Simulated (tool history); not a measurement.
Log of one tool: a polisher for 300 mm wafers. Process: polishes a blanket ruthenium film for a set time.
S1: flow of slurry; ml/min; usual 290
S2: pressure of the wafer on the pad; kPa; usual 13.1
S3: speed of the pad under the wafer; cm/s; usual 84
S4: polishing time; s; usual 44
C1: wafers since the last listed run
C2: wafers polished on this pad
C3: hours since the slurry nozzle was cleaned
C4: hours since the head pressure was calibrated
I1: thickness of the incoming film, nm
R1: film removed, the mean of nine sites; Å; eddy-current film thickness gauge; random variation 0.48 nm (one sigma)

run	hour	S1	S2	S3	S4	C1	C2	C3	C4	I1	R1
1	0.0	290	13.1	84	55	0	979	563.0	1111.0	424.0	432
2	11.8	290	13.1	84	44	70	1050	574.8	1122.8	416.1	333
# hour 29.0: worn pad replaced by a new one
3	29.5	290	13.1	90	44	82	3	592.5	1140.5	421.0	352
4	38.2	290	13.1	90	44	52	55	601.2	1149.2	429.1	359
5	50.1	290	13.1	90	44	71	127	613.1	1161.1	416.4	363
6	61.7	290	13.1	84	44	69	196	624.7	1172.7	426.1	340
7	75.5	290	13.1	84	44	83	279	638.5	1186.5	422.3	344
8	92.4	290	13.1	84	41	101	381	655.4	1203.4	419.6	323
9	101.0	290	13.1	84	41	51	433	664.0	1212.0	414.8	318
10	112.2	290	13.1	84	41	67	500	675.2	1223.2	422.2	316
11	123.7	290	13.1	84	44	69	569	686.7	1234.7	423.9	349
12	129.8	290	13.1	84	44	36	606	692.8	1240.8	413.4	343
13	135.9	290	13.1	84	44	36	643	698.9	1246.9	425.7	349
14	143.0	290	9.7	106	44	42	685	706.0	1254.0	419.7	298
# hour 197.4: worn pad replaced by a new one
# hour 197.5: slurry nozzle cleaned
15	197.9	290	13.1	84	44	305	2	0.4	1308.9	418.1	343
16	209.6	290	13.1	84	44	70	72	12.1	1320.6	423.4	342
17	219.7	345	17.9	84	44	60	133	22.2	1330.7	421.2	490
18	229.6	315	13.1	92	38	59	192	32.1	1340.6	415.3	319
# hour 239.1: head pressure recalibrated
19	240.5	290	13.1	84	44	53	246	43.0	1.4	417.8	342
20	249.8	250	16.5	62	33	55	302	52.3	10.7	421.8	265
21	256.0	365	9.0	76	52	37	339	58.5	16.9	416.6	266
22	273.6	290	13.1	84	44	105	445	76.1	34.5	427.9	349
23	281.9	290	13.1	84	44	49	495	84.4	42.8	415.6	337
24	294.2	385	14.5	94	44	73	569	96.7	55.1	422.4	415
25	308.5	290	13.1	64	44	86	655	111.0	69.4	422.0	291
26	325.5	200	13.1	108	57	102	757	128.0	86.4	423.1	497
27	356.8	290	13.1	84	44	188	946	159.3	117.7	418.7	350
28	366.2	195	15.2	84	44	56	1002	168.7	127.1	418.8	382
29	374.3	215	13.1	74	31	48	1051	176.8	135.2	416.0	219

How the hidden state differs across the entries between the runs, from the last listed run before each to the first after it:
Between runs 2 and 3: worn pad replaced by a new one (hour 29.0)
  no hidden state differs between the two runs
Between runs 14 and 15: worn pad replaced by a new one (hour 197.4); slurry nozzle cleaned (hour 197.5)
  no hidden state differs between the two runs
Between runs 18 and 19: head pressure recalibrated (hour 239.1)
  no hidden state differs between the two runs
